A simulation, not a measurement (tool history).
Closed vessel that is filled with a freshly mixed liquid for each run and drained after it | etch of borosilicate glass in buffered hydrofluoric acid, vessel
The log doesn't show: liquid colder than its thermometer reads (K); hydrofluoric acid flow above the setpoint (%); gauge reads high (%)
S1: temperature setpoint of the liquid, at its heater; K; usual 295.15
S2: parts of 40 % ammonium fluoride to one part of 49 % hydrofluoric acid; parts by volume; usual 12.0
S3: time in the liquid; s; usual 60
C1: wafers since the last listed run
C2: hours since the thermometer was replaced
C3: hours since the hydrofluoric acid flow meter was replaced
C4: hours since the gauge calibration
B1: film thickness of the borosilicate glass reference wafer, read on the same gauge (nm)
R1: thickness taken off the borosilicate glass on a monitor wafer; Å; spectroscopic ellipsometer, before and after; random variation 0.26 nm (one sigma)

run 1 hour=0.0 | S1=293.65 S2=12.0 S3=60 | C1=0 C2=1928.8 C3=1878.1 C4=98.4 | B1=90.03 | R1=514.4
run 2 hour=13.3 | S1=293.65 S2=12.0 S3=60 | C1=1753 C2=1942.1 C3=1891.4 C4=111.7 | B1=89.98 | R1=515.4
run 3 hour=45.6 | S1=295.15 S2=12.0 S3=60 | C1=4259 C2=1974.4 C3=1923.7 C4=144.0 | B1=90.01 | R1=557.0
run 4 hour=70.4 | S1=295.15 S2=12.0 S3=60 | C1=3270 C2=1999.2 C3=1948.5 C4=168.8 | B1=89.96 | R1=556.9
run 5 hour=97.4 | S1=295.15 S2=12.0 S3=80 | C1=3560 C2=2026.2 C3=1975.5 C4=195.8 | B1=90.00 | R1=735.2
run 6 hour=116.5 | S1=295.15 S2=12.0 S3=80 | C1=2518 C2=2045.3 C3=1994.6 C4=214.9 | B1=89.99 | R1=744.3
-- hour=146.5 thermometer replaced
run 7 hour=147.0 | S1=295.15 S2=12.0 S3=60 | C1=3889 C2=0.5 C3=2025.1 C4=245.4 | B1=90.04 | R1=633.1
run 8 hour=163.0 | S1=295.15 S2=12.0 S3=60 | C1=2109 C2=16.5 C3=2041.1 C4=261.4 | B1=90.00 | R1=631.0
run 9 hour=176.8 | S1=295.15 S2=12.0 S3=60 | C1=1819 C2=30.3 C3=2054.9 C4=275.2 | B1=90.00 | R1=632.7
run 10 hour=209.2 | S1=296.65 S2=15.5 S3=35 | C1=4272 C2=62.7 C3=2087.3 C4=307.6 | B1=89.98 | R1=311.1
-- hour=217.7 gauge calibrated
run 11 hour=222.9 | S1=295.15 S2=14.5 S3=90 | C1=1806 C2=76.4 C3=2101.0 C4=5.2 | B1=89.97 | R1=786.9

Forecast run 12:
-- hour=233.0 hydrofluoric acid flow meter replaced
run 12 hour=246.8 | S1=299.65 S2=14.0 S3=45 | C1=3019 C2=100.3 C3=13.8 C4=29.1 | B1=? | R1=?

{"run 12": {"B1": 90.04, "R1": 470.7}}
Without the tool's hidden state the same run would have given R1 471.6 Å.
